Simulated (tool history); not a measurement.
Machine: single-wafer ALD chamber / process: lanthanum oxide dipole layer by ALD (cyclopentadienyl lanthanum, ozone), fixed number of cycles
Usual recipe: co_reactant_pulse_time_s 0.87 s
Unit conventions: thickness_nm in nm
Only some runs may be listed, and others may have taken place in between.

run	hour	co_reactant_pulse_time_s	read-back reference wafer on the same gauge, thickness_nm	thickness_nm
1	0	0.87	0.586	0.504
2	27	0.87	0.585	0.503
3	46.5	0.87	0.588	0.5
4	59.3	0.87	0.586	0.495
5	90	0.87	0.583	0.5
6	112.7	0.94	0.584	0.518
7	125.8	0.94	0.585	0.513
8	160.7	0.94	0.583	0.511
# hour 178.4: showerhead replaced
9	185.1	0.87	0.583	0.501
10	208.5	0.87	0.582	0.497
# hour 215: gauge calibrated
11	237.1	0.87	0.596	0.509
12	249.5	0.87	0.595	0.513
13	283.4	0.87	0.595	0.512
14	311.2	0.67	0.594	0.458
15	325.8	0.57	0.594	0.426
16	338.2	0.56	0.592	0.427
# hour 357.7: thermocouple changed; heater temperature recalibrated
# hour 358.6: ozone generator serviced
17	360.1	0.87	0.595	0.507
18	382.8	0.6	0.594	0.432
19	415.9	1.13	0.591	0.543
20	443.1	1.1	0.591	0.54
21	459.1	0.96	0.59	0.524
22	487	1.21	0.588	0.556
23	504.3	0.63	0.589	0.445
24	525.2	1.06	0.589	0.534
25	579.1	0.76	0.588	0.478
26	593.4	1.03	0.588	0.528
27	625.9	0.62	0.586	0.437
28	638.7	0.87	0.586	0.499
29	663	0.87	0.585	0.501
30	687	1.17	0.586	0.543
31	712.3	0.54	0.584	0.407
32	744.7	1.05	0.583	0.527
# hour 775: gauge calibrated
33	802.3	0.87	0.594	0.502
34	815.1	1	0.593	0.53
35	830.3	0.97	0.592	0.531

Alternative continuations, all from the tool just after run 35; predict every row:
A	830.7	0.72	?	?
B	830.7	1.02	?	?
C	830.7	0.69	?	?

run	read-back reference wafer on the same gauge, thickness_nm	thickness_nm
A	0.595	0.474
B	0.595	0.537
C	0.595	0.466
With no hidden state in the tool, these same runs would have given:
run	thickness_nm
A	0.475
B	0.539
C	0.467
